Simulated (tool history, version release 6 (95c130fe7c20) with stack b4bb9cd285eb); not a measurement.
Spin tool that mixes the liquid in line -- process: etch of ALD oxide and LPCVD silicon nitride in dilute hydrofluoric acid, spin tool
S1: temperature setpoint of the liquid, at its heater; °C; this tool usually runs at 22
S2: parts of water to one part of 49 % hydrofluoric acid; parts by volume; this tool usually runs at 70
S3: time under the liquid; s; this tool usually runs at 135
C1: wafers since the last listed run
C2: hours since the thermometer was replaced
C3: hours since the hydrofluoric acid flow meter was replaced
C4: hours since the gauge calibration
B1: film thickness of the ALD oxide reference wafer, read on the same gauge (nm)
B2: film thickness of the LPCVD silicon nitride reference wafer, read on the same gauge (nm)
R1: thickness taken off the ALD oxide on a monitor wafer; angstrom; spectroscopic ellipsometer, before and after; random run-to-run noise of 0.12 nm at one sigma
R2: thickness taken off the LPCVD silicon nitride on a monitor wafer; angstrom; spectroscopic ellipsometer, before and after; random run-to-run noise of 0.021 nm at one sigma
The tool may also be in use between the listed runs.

Run 1, hour 0: usual settings; C1 0; C2 2999.5; C3 1.9; C4 400.1; B1 60; B2 39.985. Result: R1 268.6 angstrom, R2 10.36 angstrom.
Run 2, hour 31.3: usual settings; C1 221; C2 3030.8; C3 33.2; C4 431.4; B1 60.01; B2 39.989. Result: R1 270.2 angstrom, R2 10.32 angstrom.
Run 3, hour 58.2: usual settings; C1 190; C2 3057.7; C3 60.1; C4 458.3; B1 60.01; B2 40.024. Result: R1 268.1 angstrom, R2 10.66 angstrom.
Run 4, hour 81.6: usual settings; C1 165; C2 3081.1; C3 83.5; C4 481.7; B1 59.98; B2 39.977. Result: R1 269.6 angstrom, R2 10.42 angstrom.
Run 5, hour 113: usual settings but S3 90 s; C1 222; C2 3112.5; C3 114.9; C4 513.1; B1 59.99; B2 40.037. Result: R1 179.7 angstrom, R2 7.12 angstrom.
Run 6, hour 141.7: usual settings but S2 55 parts by volume; C1 203; C2 3141.2; C3 143.6; C4 541.8; B1 60; B2 40.041. Result: R1 353.2 angstrom, R2 13.82 angstrom.
Run 7, hour 157.1: usual settings; C1 109; C2 3156.6; C3 159; C4 557.2; B1 59.98; B2 39.973. Result: R1 272.4 angstrom, R2 10.83 angstrom.
At hour 163.1: thermometer replaced.
Run 8, hour 181.2: usual settings but S1 25.5 °C, S2 85 parts by volume, S3 110 s; C1 163; C2 18.1; C3 183.1; C4 581.3; B1 60.01; B2 39.988. Result: R1 184 angstrom, R2 7.53 angstrom.
Run 9, hour 211.8: usual settings but S2 85 parts by volume; C1 216; C2 48.7; C3 213.7; C4 611.9; B1 59.97; B2 39.998. Result: R1 197 angstrom, R2 7.41 angstrom.
Run 10, hour 227.7: usual settings; C1 112; C2 64.6; C3 229.6; C4 627.8; B1 60.01; B2 40.011. Result: R1 246.6 angstrom, R2 9.24 angstrom.
Run 11, hour 265.8: usual settings but S2 50 parts by volume, S3 195 s; C1 269; C2 102.7; C3 267.7; C4 665.9; B1 60.03; B2 39.944. Result: R1 511.8 angstrom, R2 17.95 angstrom.
Run 12, hour 295.5: usual settings; C1 210; C2 132.4; C3 297.4; C4 695.6; B1 59.98; B2 39.992. Result: R1 244.2 angstrom, R2 8.87 angstrom.
Run 13, hour 317.5: usual settings but S1 25.5 °C; C1 155; C2 154.4; C3 319.4; C4 717.6; B1 60.02; B2 40.035. Result: R1 284.9 angstrom, R2 11.28 angstrom.
At hour 322.2: gauge calibrated.
Run 14, hour 344.6: usual settings but S2 95 parts by volume, S3 210 s; C1 191; C2 181.5; C3 346.5; C4 22.4; B1 60.02; B2 39.942. Result: R1 273.5 angstrom, R2 10.58 angstrom.
Run 15, hour 374.4: usual settings but S1 18 °C, S2 95 parts by volume, S3 190 s; C1 211; C2 211.3; C3 376.3; C4 52.2; B1 59.96; B2 39.976. Result: R1 210.3 angstrom, R2 7.28 angstrom.
Run 16, hour 398.8: usual settings but S1 19.5 °C, S2 90 parts by volume, S3 100 s; C1 172; C2 235.7; C3 400.7; C4 76.6; B1 60; B2 39.961. Result: R1 125.1 angstrom, R2 4.44 angstrom.
Run 17, hour 423: usual settings but S1 26.5 °C; C1 171; C2 259.9; C3 424.9; C4 100.8; B1 60; B2 39.97. Result: R1 296.9 angstrom, R2 12.47 angstrom.
Run 18, hour 444.8: usual settings but S1 18 °C; C1 154; C2 281.7; C3 446.7; C4 122.6; B1 60; B2 39.987. Result: R1 209.9 angstrom, R2 6.73 angstrom.
Run 19, hour 468.7: usual settings but S1 18 °C, S3 100 s; C1 169; C2 305.6; C3 470.6; C4 146.5; B1 59.97; B2 40.031. Result: R1 155.3 angstrom, R2 5.07 angstrom.
Run 20, hour 484.4: usual settings but S1 26 °C, S2 105 parts by volume, S3 175 s; C1 111; C2 321.3; C3 486.3; C4 162.2; B1 59.97; B2 40.026. Result: R1 241.5 angstrom, R2 10.3 angstrom.
Run 21, hour 518.4: usual settings but S1 24 °C; C1 240; C2 355.3; C3 520.3; C4 196.2; B1 60.05; B2 39.996. Result: R1 271.7 angstrom, R2 10.94 angstrom.
Run 22, hour 531.7: usual settings but S1 25 °C, S3 160 s; C1 94; C2 368.6; C3 533.6; C4 209.5; B1 60.01; B2 40.016. Result: R1 331.5 angstrom, R2 12.85 angstrom.
Run 23, hour 563.9: usual settings; C1 228; C2 400.8; C3 565.8; C4 241.7; B1 59.97; B2 39.972. Result: R1 248.5 angstrom, R2 9.51 angstrom.
Run 24, hour 590.6: usual settings but S3 105 s; C1 189; C2 427.5; C3 592.5; C4 268.4; B1 60.02; B2 39.999. Result: R1 194.7 angstrom, R2 7.35 angstrom.
Run 25, hour 620.9: usual settings but S1 24 °C; C1 214; C2 457.8; C3 622.8; C4 298.7; B1 60.02; B2 40.021. Result: R1 270.4 angstrom, R2 10.19 angstrom.
Run 26, hour 641.1: usual settings; C1 143; C2 478; C3 643; C4 318.9; B1 60.03; B2 39.969. Result: R1 251.6 angstrom, R2 9.41 angstrom.
Run 27, hour 671.8: usual settings but S2 50 parts by volume, S3 110 s; C1 217; C2 508.7; C3 673.7; C4 349.6; B1 60.01; B2 39.98. Result: R1 293.1 angstrom, R2 10.38 angstrom.

Alternative continuations, all from the tool just after run 27; predict every row:
Run A, hour 672.3: usual settings but S2 60 parts by volume; C1 3; C2 509.2; C3 674.2; C4 350.1; B1 ?; B2 ?. Result: R1 ?, R2 ?.
Run B, hour 672.3: usual settings but S1 18.5 °C, S2 105 parts by volume; C1 3; C2 509.2; C3 674.2; C4 350.1; B1 ?; B2 ?. Result: R1 ?, R2 ?.
Run C, hour 672.3: usual settings but S1 25 °C, S3 110 s; C1 3; C2 509.2; C3 674.2; C4 350.1; B1 ?; B2 ?. Result: R1 ?, R2 ?.

run     B1     B2     R1     R2
  A  60.01  39.98  295.7  10.15
  B  60.01  39.98  138.8   4.63
  C  60.01  39.98  230.3   8.69
With no hidden state in the tool, these same runs would have given:
run     R1    R2
  A  284.1  9.63
  B  133.3  4.39
  C  221.4  8.25

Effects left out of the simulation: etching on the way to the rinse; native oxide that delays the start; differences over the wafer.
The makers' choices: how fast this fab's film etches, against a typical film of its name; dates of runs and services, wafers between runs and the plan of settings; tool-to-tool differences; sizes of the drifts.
